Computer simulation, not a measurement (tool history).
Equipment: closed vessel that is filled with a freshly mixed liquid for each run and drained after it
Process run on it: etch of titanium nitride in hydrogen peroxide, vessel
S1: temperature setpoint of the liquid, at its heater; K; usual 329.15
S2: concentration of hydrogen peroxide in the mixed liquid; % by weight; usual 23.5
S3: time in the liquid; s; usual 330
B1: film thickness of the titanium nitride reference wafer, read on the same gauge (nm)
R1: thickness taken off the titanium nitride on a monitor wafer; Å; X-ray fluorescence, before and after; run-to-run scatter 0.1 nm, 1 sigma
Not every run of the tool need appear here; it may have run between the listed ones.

run,hour,S1,S2,S3,B1,R1
1,0,329.15,23.5,330,99.99,185.9
2,55.5,329.15,23.5,330,99.98,184.4
# hour 75.2: new drum of peroxide connected
3,140.6,329.15,23.5,330,99.98,186.8
4,181.2,329.15,23.5,330,99.97,188.7
5,239.8,329.15,23.5,330,100.04,187.5
6,341.6,329.15,23.5,330,99.97,184.8
7,413,329.15,23.5,330,99.97,182.4
# hour 439.4: gauge calibrated
8,465.1,329.15,23.5,330,100.04,182.8
9,530.8,329.15,23.5,330,99.99,181.2
10,590.7,329.15,23.5,330,100.01,179.5
# hour 628.8: peroxide flow meter replaced
11,687.9,329.15,23.5,230,99.99,129.4
12,740.9,329.15,23.5,490,100.01,271.8
13,826.7,329.15,23.5,250,99.98,139.5
# hour 841: new drum of peroxide connected
14,883,320.65,17.5,465,100.02,133.9
15,988.1,337.65,18,130,100.02,121.4
# hour 1071.4: thermometer replaced
16,1204.8,329.15,23.5,330,100.04,181.8
17,1257.7,332.65,19,260,100.01,173.4
# hour 1273.7: peroxide flow meter replaced
18,1502.1,329.15,23.5,330,100.01,183.1
# hour 1577.3: new drum of peroxide connected
19,1588.9,329.15,23.5,330,99.94,186.1
20,1666.8,320.65,23.5,155,100.02,47.5
21,1739.8,329.15,23.5,330,100,183.7
22,1840,329.15,28,425,100,243.9
# hour 1912.8: peroxide flow meter replaced
23,1939,331.65,26.5,275,100.01,190.7
24,2044.8,329.15,23.5,330,100.02,184.4
25,2132.2,329.15,23.5,330,99.98,183.1
26,2173.8,329.15,23.5,330,100.05,183.8
27,2257.6,329.15,29,250,100.03,144.2
# hour 2313: new drum of peroxide connected
28,2323.8,329.15,23.5,425,100.03,237.6

Branching from run 28: 5 alternative next runs. What would each branch give?
A,2324.5,321.65,23.5,330,?,?
B,2324.5,329.15,18.5,480,?,?
C,2324.5,333.15,23.5,330,?,?
D,2324.5,329.15,23.5,395,?,?
E,2324.5,329.15,23.5,480,?,?

run,B1,R1
A,100.04,108.6
B,100.04,256.1
C,100.04,244
D,100.04,221.8
E,100.04,269.5
With no hidden state in the tool, these same runs would have given:
run,R1
A,111.3
B,262.3
C,250
D,227.2
E,276.1
